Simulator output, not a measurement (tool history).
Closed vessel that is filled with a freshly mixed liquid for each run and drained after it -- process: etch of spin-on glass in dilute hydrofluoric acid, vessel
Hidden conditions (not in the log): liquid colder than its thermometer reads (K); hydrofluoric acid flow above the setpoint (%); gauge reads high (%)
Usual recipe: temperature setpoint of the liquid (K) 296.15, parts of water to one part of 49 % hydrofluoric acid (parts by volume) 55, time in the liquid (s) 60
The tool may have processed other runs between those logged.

run   hour  temperature setpoint of the liquid (K)  parts of water to one part of 49 % hydrofluoric acid (parts by volume)  time in the liquid (s)  wafers since the last listed run  hours since the thermometer was replaced  hours since the hydrofluoric acid flow meter was replaced  hours since the gauge calibration  read-back film thickness of the spin-on glass reference wafer, read on the same gauge (nm)  thickness taken off the spin-on glass on a monitor wafer (angstrom)
  1      0                                  296.15                                                                      50                      60                                 0                                     764.1                                                     1946.8                              154.1                                                                                      110.87                                                                440.7
  2   27.5                                  296.15                                                                      50                      60                              2065                                     791.6                                                     1974.3                              181.6                                                                                      111.03                                                                431.9
  3   48.3                                  296.15                                                                      50                      60                              1562                                     812.4                                                     1995.1                              202.4                                                                                      111.11                                                                437.3
  4   69.9                                  296.15                                                                      55                      60                              1622                                       834                                                     2016.7                                224                                                                                      111.21                                                                393.1
  5   91.3                                  296.15                                                                      55                      60                              1607                                     855.4                                                     2038.1                              245.4                                                                                      111.27                                                                395.8
  6  123.5                                  296.15                                                                      55                      60                              2418                                     887.6                                                     2070.3                              277.6                                                                                      111.44                                                                387.8
  7  140.2                                  299.65                                                                      55                      60                              1254                                     904.3                                                       2087                              294.3                                                                                      111.49                                                                454.1
  8  173.5                                  296.15                                                                      65                      60                              2500                                     937.6                                                     2120.3                              327.6                                                                                      111.64                                                                329.1
  9  185.8                                  296.15                                                                      65                      60                               923                                     949.9                                                     2132.6                              339.9                                                                                      111.73                                                                330.7
 10  204.1                                  296.15                                                                      55                      60                              1374                                     968.2                                                     2150.9                              358.2                                                                                       111.8                                                                394.9
 11  233.1                                  296.15                                                                      55                      60                              2177                                     997.2                                                     2179.9                              387.2                                                                                       111.9                                                                394.3
 12    267                                  296.15                                                                      55                      60                              2545                                    1031.1                                                     2213.8                              421.1                                                                                      112.03                                                                395.2
 13  280.5                                  296.15                                                                      55                      60                              1013                                    1044.6                                                     2227.3                              434.6                                                                                      112.15                                                                395.9
 14  310.7                                  296.15                                                                      75                      60                              2268                                    1074.8                                                     2257.5                              464.8                                                                                      112.26                                                                283.2
     320.4  -- thermometer replaced
 15  340.5                                  291.65                                                                      75                      60                              2162                                      20.1                                                     2287.3                              494.6                                                                                      112.41                                                                236.9
 16  363.3                                  297.65                                                                      65                      75                              1712                                      42.9                                                     2310.1                              517.4                                                                                       112.5                                                                445.1
 17  388.9                                  292.15                                                                      45                      75                              1922                                      68.5                                                     2335.7                                543                                                                                      112.59                                                                523.5

Estimate the outcome of run 18 from the log above:
 18  405.5                                  297.65                                                                      55                      30                              1246                                      85.1                                                     2352.3                              559.6                                                                                           ?                                                                    ?

read-back film thickness of the spin-on glass reference wafer, read on the same gauge (nm): 112.7
thickness taken off the spin-on glass on a monitor wafer (angstrom): 210.9
The same run, on a tool lacking any hidden state, would have yielded thickness taken off the spin-on glass on a monitor wafer (angstrom) 205.8.
